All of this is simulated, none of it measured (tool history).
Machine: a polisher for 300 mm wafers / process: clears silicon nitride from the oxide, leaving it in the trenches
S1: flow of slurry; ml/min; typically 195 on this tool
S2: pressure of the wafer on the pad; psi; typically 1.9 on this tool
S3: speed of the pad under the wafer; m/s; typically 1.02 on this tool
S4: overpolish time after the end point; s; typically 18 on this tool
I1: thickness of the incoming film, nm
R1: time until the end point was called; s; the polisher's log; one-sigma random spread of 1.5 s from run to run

Run 1, hour 0: usual settings; I1 70.9. Result: R1 102.8 s.
Run 2, hour 44.4: usual settings; I1 70.3. Result: R1 103.7 s.
At hour 57.4: head pressure recalibrated.
At hour 104: slurry nozzle cleaned.
Run 3, hour 105.3: usual settings; I1 69.6. Result: R1 102.4 s.
Run 4, hour 150.8: usual settings but S1 240 ml/min, S2 1.6 psi; I1 70. Result: R1 123.5 s.
At hour 232.7: worn pad replaced by a new one.
Run 5, hour 283.3: usual settings but S4 11 s; I1 70.1. Result: R1 101 s.
Run 6, hour 357.8: usual settings but S4 11 s; I1 69. Result: R1 96.1 s.
Run 7, hour 424.5: usual settings but S4 11 s; I1 71.3. Result: R1 102.5 s.
At hour 556.1: slurry nozzle cleaned.
Run 8, hour 640.2: usual settings but S3 0.86 m/s; I1 70.1. Result: R1 115.6 s.
At hour 729.5: worn pad replaced by a new one.
Run 9, hour 743.8: usual settings but S1 140 ml/min; I1 71.1. Result: R1 105.6 s.
Run 10, hour 820: usual settings but S1 140 ml/min; I1 69.7. Result: R1 103.9 s.
Run 11, hour 972.8: usual settings; I1 70.8. Result: R1 102.2 s.
At hour 1018: slurry nozzle cleaned.
At hour 1050.7: head pressure recalibrated.
Run 12, hour 1052.1: usual settings but S1 215 ml/min; I1 70.4. Result: R1 101 s.
Run 13, hour 1152.7: usual settings but S1 215 ml/min; I1 69.3. Result: R1 101.7 s.
Run 14, hour 1193.7: usual settings but S1 220 ml/min, S2 2.6 psi, S4 23 s; I1 68.8. Result: R1 73.7 s.
Run 15, hour 1239.7: usual settings but S4 11 s; I1 70.1. Result: R1 106.5 s.
At hour 1244: worn pad replaced by a new one.
Run 16, hour 1346: usual settings but S1 140 ml/min, S4 11 s; I1 70.6. Result: R1 105.3 s.
Run 17, hour 1410.9: usual settings but S2 2.2 psi; I1 69.9. Result: R1 85.4 s.
Run 18, hour 1493.7: usual settings; I1 69.5. Result: R1 101.1 s.
At hour 1517.6: slurry nozzle cleaned.
Run 19, hour 1583.3: usual settings but S2 1.5 psi; I1 69.6. Result: R1 128.7 s.
Run 20, hour 1672: usual settings but S1 235 ml/min, S4 24 s; I1 70.3. Result: R1 101.8 s.
At hour 1717.3: worn pad replaced by a new one.
Run 21, hour 1737.1: usual settings but S4 25 s; I1 68.7. Result: R1 96.4 s.
Run 22, hour 1805: usual settings but S1 160 ml/min, S4 21 s; I1 69.9. Result: R1 102.2 s.
At hour 1897.4: head pressure recalibrated.
Run 23, hour 1901: usual settings but S4 10 s; I1 68.8. Result: R1 96.5 s.
Run 24, hour 1976.8: usual settings but S1 170 ml/min, S2 1.5 psi, S3 1.16 m/s; I1 70.9. Result: R1 117.6 s.
At hour 2064.1: slurry nozzle cleaned.
At hour 2192.3: worn pad replaced by a new one.
Run 25, hour 2285.5: usual settings; I1 69.6. Result: R1 100.2 s.
Run 26, hour 2340.8: usual settings but S1 220 ml/min, S2 2.5 psi, S3 1.3 m/s, S4 9 s; I1 69.5. Result: R1 64.2 s.
Run 27, hour 2416.9: usual settings but S4 14 s; I1 68.5. Result: R1 100.3 s.

Consider 3 possible next runs. They are alternatives, not a sequence: every one starts from the tool as it was left by run 27. What does each give?
Run A, hour 2417.4: usual settings but S2 2.3 psi; I1 70.2. Result: R1 ?.
Run B, hour 2417.4: usual settings but S1 145 ml/min, S2 2.4 psi, S3 0.84 m/s, S4 12 s; I1 70.2. Result: R1 ?.
Run C, hour 2417.4: usual settings but S2 1.4 psi, S3 0.74 m/s, S4 22 s; I1 70.2. Result: R1 ?.

run     R1
  A   83.9
  B   96.5
  C  170.1
Without the tool's unlogged condition, the same runs would have read:
run     R1
  A   81.3
  B   93.5
  C  164.8
